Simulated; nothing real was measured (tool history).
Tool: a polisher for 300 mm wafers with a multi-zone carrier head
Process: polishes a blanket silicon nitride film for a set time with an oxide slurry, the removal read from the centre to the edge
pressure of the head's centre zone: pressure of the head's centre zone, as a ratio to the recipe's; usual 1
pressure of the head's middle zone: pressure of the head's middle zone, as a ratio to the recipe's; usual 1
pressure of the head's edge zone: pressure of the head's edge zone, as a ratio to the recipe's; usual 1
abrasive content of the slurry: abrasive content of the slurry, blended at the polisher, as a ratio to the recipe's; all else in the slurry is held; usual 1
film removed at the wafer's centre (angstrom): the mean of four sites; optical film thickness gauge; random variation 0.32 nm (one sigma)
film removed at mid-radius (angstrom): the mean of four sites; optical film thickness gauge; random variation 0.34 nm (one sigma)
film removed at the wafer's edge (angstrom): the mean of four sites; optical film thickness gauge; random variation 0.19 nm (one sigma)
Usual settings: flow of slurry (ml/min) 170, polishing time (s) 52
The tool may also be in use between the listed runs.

run   hour  flow of slurry (ml/min)  pressure of the head's centre zone  pressure of the head's middle zone  pressure of the head's edge zone  abrasive content of the slurry  polishing time (s)  incoming thickness of the incoming film, nm  film removed at the wafer's centre (angstrom)  film removed at mid-radius (angstrom)  film removed at the wafer's edge (angstrom)
  1      0                      170                                   1                                   1                                 1                               1                  52                                        408.4                                            231                                    233                                          237
  2   31.7                      150                                   1                                   1                                 1                             1.1                  52                                        393.6                                            232                                    227                                          241
  3   58.7                      170                                   1                                 1.1                              0.89                               1                  52                                        402.6                                            232                                    249                                          222
  4   90.1                      170                                   1                                0.93                                 1                               1                  52                                        397.2                                            225                                    208                                          232
     102.7  -- slurry nozzle cleaned
  5  113.7                      170                                   1                                   1                              0.92                               1                  46                                        406.7                                            233                                    228                                          219
  6  136.3                      170                                   1                                   1                                 1                               1                  52                                        400.3                                            266                                    259                                          253
       162  -- worn pad replaced by a new one
  7  166.5                      140                                   1                                   1                                 1                               1                  52                                          398                                            254                                    251                                          247
  8  201.5                      170                                0.96                                   1                              1.05                            0.85                  52                                        404.5                                            242                                    240                                          241
  9  221.7                      170                                   1                                 0.9                                 1                               1                  52                                        392.4                                            271                                    241                                          255
     244.2  -- carrier head's membrane replaced by a new one
 10  248.3                      170                                0.92                                   1                                 1                             0.9                  44                                        404.7                                            203                                    203                                          206
 11  263.3                      170                                   1                                   1                                 1                               1                  52                                          402                                            272                                    257                                          254
 12  278.5                      170                                   1                                   1                                 1                               1                  52                                          399                                            269                                    253                                          256
 13  294.7                      150                                1.04                                   1                                 1                            0.75                  52                                        394.1                                            247                                    221                                          221
 14  316.6                      170                                   1                                   1                                 1                               1                  52                                        404.4                                            275                                    250                                          253
     319.3  -- edge zone pressure recalibrated
 15  338.7                      170                                   1                                   1                                 1                               1                  52                                        399.3                                            278                                    261                                          253
 16  367.7                      170                                   1                                0.97                                 1                             1.2                  52                                        399.1                                            300                                    269                                          270
       374  -- centre zone pressure recalibrated
       396  -- worn pad replaced by a new one
 17  400.2                      170                                   1                                   1                                 1                               1                  42                                        401.3                                            205                                    205                                          204
 18  413.8                      170                                1.12                                   1                                 1                            0.85                  47                                        395.1                                            234                                    219                                          213
 19  448.9                      135                                1.04                                 1.1                                 1                             0.8                  52                                          397                                            214                                    234                                          215
 20  466.5                      170                                0.93                                0.95                                 1                               1                  52                                          407                                            231                                    241                                          249
 21  501.9                      170                                   1                                   1                                 1                               1                  52                                        394.8                                            246                                    248                                          248

Forecast each of these 5 alternatives for the next run:
  A  502.3                      150                                   1                                   1                                 1                               1                  52                                        399.9                                              ?                                      ?                                            ?
  B  502.3                      170                                   1                                   1                                 1                             0.9                  52                                        399.9                                              ?                                      ?                                            ?
  C  502.3                      170                                   1                                   1                                 1                             0.9                  64                                        399.9                                              ?                                      ?                                            ?
  D  502.3                      170                                0.88                                0.91                              1.11                               1                  52                                        399.9                                              ?                                      ?                                            ?
  E  502.3                      150                                0.91                                   1                                 1                               1                  57                                        399.9                                              ?                                      ?                                            ?

run  film removed at the wafer's centre (angstrom)  film removed at mid-radius (angstrom)  film removed at the wafer's edge (angstrom)
  A                                            240                                    241                                          243
  B                                            238                                    238                                          237
  C                                            293                                    293                                          292
  D                                            219                                    232                                          262
  E                                            239                                    265                                          266
Without the tool's hidden state the same runs would have given:
run  film removed at the wafer's centre (angstrom)  film removed at mid-radius (angstrom)  film removed at the wafer's edge (angstrom)
  A                                            249                                    255                                          252
  B                                            244                                    250                                          245
  C                                            301                                    307                                          302
  D                                            225                                    243                                          271
  E                                            248                                    280                                          276

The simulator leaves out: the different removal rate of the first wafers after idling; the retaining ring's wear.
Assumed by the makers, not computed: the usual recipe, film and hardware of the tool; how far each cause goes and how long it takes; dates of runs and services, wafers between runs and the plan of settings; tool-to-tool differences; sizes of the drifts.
